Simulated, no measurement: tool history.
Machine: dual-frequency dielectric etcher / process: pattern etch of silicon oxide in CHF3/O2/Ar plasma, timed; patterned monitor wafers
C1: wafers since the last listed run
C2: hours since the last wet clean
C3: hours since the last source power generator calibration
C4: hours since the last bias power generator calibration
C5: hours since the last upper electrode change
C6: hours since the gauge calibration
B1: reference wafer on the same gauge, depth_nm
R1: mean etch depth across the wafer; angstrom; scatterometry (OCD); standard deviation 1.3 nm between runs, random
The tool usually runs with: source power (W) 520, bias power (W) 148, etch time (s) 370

run 1 hour=0 | source_power_(W)=520 bias_power_(W)=148 etch_time_(s)=370 | C1=0 C2=497.7 C3=2234.2 C4=1755.6 C5=4066.8 C6=1087.3 | B1=629 | R1=5973
-- hour=3.5 wet clean of the chamber
run 2 hour=106.9 | source_power_(W)=520 bias_power_(W)=148 etch_time_(s)=370 | C1=459 C2=103.4 C3=2341.1 C4=1862.5 C5=4173.7 C6=1194.2 | B1=628.6 | R1=5974
run 3 hour=210.4 | source_power_(W)=520 bias_power_(W)=148 etch_time_(s)=370 | C1=459 C2=206.9 C3=2444.6 C4=1966 C5=4277.2 C6=1297.7 | B1=628.8 | R1=5981
run 4 hour=306.1 | source_power_(W)=520 bias_power_(W)=148 etch_time_(s)=370 | C1=424 C2=302.6 C3=2540.3 C4=2061.7 C5=4372.9 C6=1393.4 | B1=628.6 | R1=5974
run 5 hour=402.8 | source_power_(W)=520 bias_power_(W)=148 etch_time_(s)=370 | C1=429 C2=399.3 C3=2637 C4=2158.4 C5=4469.6 C6=1490.1 | B1=629.7 | R1=5984
run 6 hour=491.7 | source_power_(W)=450 bias_power_(W)=148 etch_time_(s)=435 | C1=394 C2=488.2 C3=2725.9 C4=2247.3 C5=4558.5 C6=1579 | B1=628.8 | R1=6544
-- hour=549.7 wet clean of the chamber
run 7 hour=550.2 | source_power_(W)=450 bias_power_(W)=148 etch_time_(s)=435 | C1=153 C2=0.5 C3=2784.4 C4=2305.8 C5=4617 C6=1637.5 | B1=629.7 | R1=6558
run 8 hour=638.1 | source_power_(W)=450 bias_power_(W)=148 etch_time_(s)=435 | C1=390 C2=88.4 C3=2872.3 C4=2393.7 C5=4704.9 C6=1725.4 | B1=629.3 | R1=6514
run 9 hour=685.8 | source_power_(W)=520 bias_power_(W)=148 etch_time_(s)=370 | C1=211 C2=136.1 C3=2920 C4=2441.4 C5=4752.6 C6=1773.1 | B1=629.6 | R1=5993
run 10 hour=765.7 | source_power_(W)=520 bias_power_(W)=148 etch_time_(s)=370 | C1=354 C2=216 C3=2999.9 C4=2521.3 C5=4832.5 C6=1853 | B1=628.7 | R1=5954
-- hour=826.6 source power generator calibrated
run 11 hour=848.7 | source_power_(W)=520 bias_power_(W)=148 etch_time_(s)=370 | C1=350 C2=299 C3=22.1 C4=2604.3 C5=4915.5 C6=1936 | B1=629.4 | R1=5950
run 12 hour=912.4 | source_power_(W)=520 bias_power_(W)=130 etch_time_(s)=400.5 | C1=282 C2=362.7 C3=85.8 C4=2668 C5=4979.2 C6=1999.7 | B1=628.8 | R1=6144
-- hour=992 wet clean of the chamber
run 13 hour=1000 | source_power_(W)=520 bias_power_(W)=130 etch_time_(s)=400.5 | C1=282 C2=8 C3=173.4 C4=2755.6 C5=5066.8 C6=2087.3 | B1=629.2 | R1=6159
run 14 hour=1085.3 | source_power_(W)=520 bias_power_(W)=130 etch_time_(s)=400.5 | C1=378 C2=93.3 C3=258.7 C4=2840.9 C5=5152.1 C6=2172.6 | B1=629 | R1=6140
run 15 hour=1137.4 | source_power_(W)=520 bias_power_(W)=148 etch_time_(s)=370 | C1=231 C2=145.4 C3=310.8 C4=2893 C5=5204.2 C6=2224.7 | B1=628.8 | R1=5940
run 16 hour=1204.7 | source_power_(W)=520 bias_power_(W)=148 etch_time_(s)=370 | C1=298 C2=212.7 C3=378.1 C4=2960.3 C5=5271.5 C6=2292 | B1=629.4 | R1=5974
-- hour=1251.8 upper electrode replaced
run 17 hour=1288 | source_power_(W)=600 bias_power_(W)=148 etch_time_(s)=370 | C1=263 C2=296 C3=461.4 C4=3043.6 C5=36.2 C6=2375.3 | B1=629.7 | R1=6390
run 18 hour=1374.6 | source_power_(W)=520 bias_power_(W)=132 etch_time_(s)=431 | C1=384 C2=382.6 C3=548 C4=3130.2 C5=122.8 C6=2461.9 | B1=628.6 | R1=6648
run 19 hour=1447.9 | source_power_(W)=650 bias_power_(W)=167 etch_time_(s)=454 | C1=325 C2=455.9 C3=621.3 C4=3203.5 C5=196.1 C6=2535.2 | B1=629.5 | R1=8513
-- hour=1503.7 wet clean of the chamber
run 20 hour=1506.7 | source_power_(W)=480 bias_power_(W)=175 etch_time_(s)=370 | C1=154 C2=3 C3=680.1 C4=3262.3 C5=254.9 C6=2594 | B1=628.9 | R1=6148
-- hour=1653.7 gauge calibrated
run 21 hour=1825.6 | source_power_(W)=620 bias_power_(W)=113 etch_time_(s)=273.5 | C1=1415 C2=321.9 C3=999 C4=3581.2 C5=573.8 C6=171.9 | B1=628.7 | R1=4321
-- hour=1881.5 bias power generator calibrated
run 22 hour=1915.5 | source_power_(W)=520 bias_power_(W)=177 etch_time_(s)=370 | C1=381 C2=411.8 C3=1088.9 C4=34 C5=663.7 C6=261.8 | B1=628.9 | R1=6435
run 23 hour=1958.3 | source_power_(W)=520 bias_power_(W)=148 etch_time_(s)=370 | C1=189 C2=454.6 C3=1131.7 C4=76.8 C5=706.5 C6=304.6 | B1=629.3 | R1=5946
-- hour=2011.3 wet clean of the chamber
run 24 hour=2041.4 | source_power_(W)=560 bias_power_(W)=122 etch_time_(s)=291 | C1=262 C2=30.1 C3=1214.8 C4=159.9 C5=789.6 C6=387.7 | B1=628.8 | R1=4513
run 25 hour=2140.9 | source_power_(W)=520 bias_power_(W)=148 etch_time_(s)=370 | C1=441 C2=129.6 C3=1314.3 C4=259.4 C5=889.1 C6=487.2 | B1=629 | R1=5986
run 26 hour=2190.3 | source_power_(W)=520 bias_power_(W)=174 etch_time_(s)=370 | C1=219 C2=179 C3=1363.7 C4=308.8 C5=938.5 C6=536.6 | B1=628.8 | R1=6385
run 27 hour=2258.7 | source_power_(W)=550 bias_power_(W)=170 etch_time_(s)=341 | C1=303 C2=247.4 C3=1432.1 C4=377.2 C5=1006.9 C6=605 | B1=629.8 | R1=5968

The next listed run, before its measurement:
run 28 hour=2340.1 | source_power_(W)=620 bias_power_(W)=173 etch_time_(s)=304 | C1=361 C2=328.8 C3=1513.5 C4=458.6 C5=1088.3 C6=686.4 | B1=? | R1=?

Run 28 yielded B1 629, R1 5673 angstrom.
With no hidden state in the tool, this same run would have given R1 5673 angstrom.

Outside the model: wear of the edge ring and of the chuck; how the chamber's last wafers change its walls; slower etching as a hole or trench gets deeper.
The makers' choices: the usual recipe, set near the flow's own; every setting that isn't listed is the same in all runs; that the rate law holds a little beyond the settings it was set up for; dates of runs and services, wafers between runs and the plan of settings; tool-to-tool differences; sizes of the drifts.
